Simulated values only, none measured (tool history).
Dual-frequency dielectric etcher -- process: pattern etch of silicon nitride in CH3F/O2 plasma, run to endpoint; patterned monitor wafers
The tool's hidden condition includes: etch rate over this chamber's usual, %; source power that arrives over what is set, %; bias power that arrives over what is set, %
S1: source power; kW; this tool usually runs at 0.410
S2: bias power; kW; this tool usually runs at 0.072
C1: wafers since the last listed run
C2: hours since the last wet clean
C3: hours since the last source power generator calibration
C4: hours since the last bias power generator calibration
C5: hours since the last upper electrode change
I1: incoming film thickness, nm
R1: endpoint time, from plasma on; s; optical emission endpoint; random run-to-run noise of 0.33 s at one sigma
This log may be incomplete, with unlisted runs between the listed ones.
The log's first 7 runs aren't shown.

Run 8, hour 74.0: usual settings; C1 45; C2 254.2; C3 2748.2; C4 1648.6; C5 2557.1; I1 55.0. Result: R1 68.3 s.
Run 9, hour 113.2: usual settings; C1 280; C2 293.4; C3 2787.4; C4 1687.8; C5 2596.3; I1 54.9. Result: R1 68.4 s.
At hour 124.5: bias power generator calibrated.
Run 10, hour 128.6: usual settings; C1 81; C2 308.8; C3 2802.8; C4 4.1; C5 2611.7; I1 55.1. Result: R1 68.4 s.
At hour 163.3: wet clean of the chamber.
Run 11, hour 163.8: usual settings; C1 80; C2 0.5; C3 2838.0; C4 39.3; C5 2646.9; I1 54.8. Result: R1 64.5 s.
Run 12, hour 164.2: usual settings; C1 2; C2 0.9; C3 2838.4; C4 39.7; C5 2647.3; I1 55.6. Result: R1 65.4 s.
At hour 178.2: source power generator calibrated.
Run 13, hour 191.7: usual settings; C1 168; C2 28.4; C3 13.5; C4 67.2; C5 2674.8; I1 55.3. Result: R1 65.7 s.
Run 14, hour 207.1: usual settings; C1 110; C2 43.8; C3 28.9; C4 82.6; C5 2690.2; I1 55.3. Result: R1 65.6 s.
Run 15, hour 217.0: usual settings; C1 70; C2 53.7; C3 38.8; C4 92.5; C5 2700.1; I1 55.0. Result: R1 65.4 s.
Run 16, hour 223.9: usual settings; C1 49; C2 60.6; C3 45.7; C4 99.4; C5 2707.0; I1 55.6. Result: R1 66.2 s.
Run 17, hour 234.9: usual settings but S2 0.059 kW; C1 78; C2 71.6; C3 56.7; C4 110.4; C5 2718.0; I1 54.8. Result: R1 70.2 s.
At hour 266.5: upper electrode replaced.
Run 18, hour 267.0: usual settings but S1 0.470 kW, S2 0.065 kW; C1 58; C2 103.7; C3 88.8; C4 142.5; C5 0.5; I1 55.1. Result: R1 65.6 s.

What will run 19 give?
Run 19, hour 267.4: usual settings; C1 2; C2 104.1; C3 89.2; C4 142.9; C5 0.9; I1 55.1. Result: R1 ?.

Run 19 gave R1 66.0 s.
With the hidden condition absent and the run-to-run variation left alone, this run would have shown R1 65.0 s.

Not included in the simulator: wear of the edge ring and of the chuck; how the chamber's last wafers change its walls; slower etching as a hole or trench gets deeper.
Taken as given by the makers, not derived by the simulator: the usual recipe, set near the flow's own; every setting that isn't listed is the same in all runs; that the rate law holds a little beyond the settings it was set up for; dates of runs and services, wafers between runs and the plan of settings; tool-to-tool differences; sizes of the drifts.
